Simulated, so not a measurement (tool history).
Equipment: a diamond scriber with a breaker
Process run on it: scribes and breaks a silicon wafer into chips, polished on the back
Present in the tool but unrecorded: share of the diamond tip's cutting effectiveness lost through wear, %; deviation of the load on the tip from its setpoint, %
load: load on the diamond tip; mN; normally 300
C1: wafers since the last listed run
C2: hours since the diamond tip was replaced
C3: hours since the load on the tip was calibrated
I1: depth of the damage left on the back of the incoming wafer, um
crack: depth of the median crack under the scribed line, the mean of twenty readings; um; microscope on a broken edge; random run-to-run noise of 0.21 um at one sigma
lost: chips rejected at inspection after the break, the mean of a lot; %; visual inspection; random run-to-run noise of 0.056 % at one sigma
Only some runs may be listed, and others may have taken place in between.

{"run": 1, "hour": 0.0, "load": 300, "C1": 0, "C2": 590.3, "C3": 138.7, "I1": 0.03, "crack": 13.9, "lost": 1.79}
{"run": 2, "hour": 35.3, "load": 300, "C1": 41, "C2": 625.6, "C3": 174, "I1": 0.01, "crack": 13.71, "lost": 1.85}
{"run": 3, "hour": 50.9, "load": 342, "C1": 18, "C2": 641.2, "C3": 189.6, "I1": 0.04, "crack": 14.08, "lost": 1.32}
{"run": 4, "hour": 84.7, "load": 342, "C1": 39, "C2": 675, "C3": 223.4, "I1": 0.01, "crack": 14.3, "lost": 1.36}
{"run": 5, "hour": 103.1, "load": 300, "C1": 21, "C2": 693.4, "C3": 241.8, "I1": 0.04, "crack": 13.14, "lost": 2.16}
{"run": 6, "hour": 133.7, "load": 300, "C1": 35, "C2": 724, "C3": 272.4, "I1": 0.02, "crack": 13.54, "lost": 2.06}
{"run": 7, "hour": 153.1, "load": 300, "C1": 22, "C2": 743.4, "C3": 291.8, "I1": 0.03, "crack": 13.3, "lost": 2.31}
{"run": 8, "hour": 172.2, "load": 300, "C1": 22, "C2": 762.5, "C3": 310.9, "I1": 0.04, "crack": 13.13, "lost": 2.45}
{"run": 9, "hour": 184.7, "load": 300, "C1": 14, "C2": 775, "C3": 323.4, "I1": 0.03, "crack": 13.12, "lost": 2.71}
{"run": 10, "hour": 219.3, "load": 249, "C1": 40, "C2": 809.6, "C3": 358, "I1": 0.04, "crack": 12.01, "lost": 5.73}
{"run": 11, "hour": 250.9, "load": 249, "C1": 37, "C2": 841.2, "C3": 389.6, "I1": 0.02, "crack": 12.11, "lost": 6.22}
{"run": 12, "hour": 263.5, "load": 249, "C1": 14, "C2": 853.8, "C3": 402.2, "I1": 0.03, "crack": 11.89, "lost": 6.16}
{"run": 13, "hour": 285.4, "load": 300, "C1": 25, "C2": 875.7, "C3": 424.1, "I1": 0.01, "crack": 12.65, "lost": 3.03}
{"run": 14, "hour": 313.2, "load": 300, "C1": 32, "C2": 903.5, "C3": 451.9, "I1": 0.01, "crack": 12.94, "lost": 3.49}
{"run": 15, "hour": 328.0, "load": 300, "C1": 17, "C2": 918.3, "C3": 466.7, "I1": 0.03, "crack": 12.53, "lost": 3.86}
{"run": 16, "hour": 360.7, "load": 300, "C1": 38, "C2": 951, "C3": 499.4, "I1": 0.02, "crack": 12.66, "lost": 3.98}
{"run": 17, "hour": 385.3, "load": 259, "C1": 28, "C2": 975.6, "C3": 524, "I1": 0.02, "crack": 11.76, "lost": 7.54}
{"run": 18, "hour": 414.2, "load": 363, "C1": 33, "C2": 1004.5, "C3": 552.9, "I1": 0.04, "crack": 13.68, "lost": 1.93}
{"run": 19, "hour": 429.2, "load": 275, "C1": 17, "C2": 1019.5, "C3": 567.9, "I1": 0.02, "crack": 11.62, "lost": 6.78}
{"run": 20, "hour": 459.6, "load": 300, "C1": 35, "C2": 1049.9, "C3": 598.3, "I1": 0.02, "crack": 12.15, "lost": 5.71}
{"run": 21, "hour": 481.4, "load": 227, "C1": 25, "C2": 1071.7, "C3": 620.1, "I1": 0.03, "crack": 10.3, "lost": 14.21}
{"hour": 486.8, "done": "load on the tip recalibrated"}
{"run": 22, "hour": 498.4, "load": 374, "C1": 17, "C2": 1088.7, "C3": 11.6, "I1": 0.04, "crack": 13.09, "lost": 2.34}
{"run": 23, "hour": 522.7, "load": 373, "C1": 28, "C2": 1113, "C3": 35.9, "I1": 0.04, "crack": 13.26, "lost": 2.57}
{"hour": 535.4, "done": "diamond tip replaced by a new one"}
{"run": 24, "hour": 554.5, "load": 300, "C1": 34, "C2": 19.1, "C3": 67.7, "I1": 0.04, "crack": 14.19, "lost": 1.3}
{"run": 25, "hour": 575.3, "load": 369, "C1": 24, "C2": 39.9, "C3": 88.5, "I1": 0.01, "crack": 15.74, "lost": 2.5}

Run 26 comes next. What will it give?
{"run": 26, "hour": 588.4, "load": 300, "C1": 15, "C2": 53, "C3": 101.6, "I1": 0.03, "crack": "?", "lost": "?"}

{"run 26": {"crack": 14.29, "lost": 1.37}}
With no hidden state in the tool, this same run would have given crack 14.37 um, lost 1.37 %.
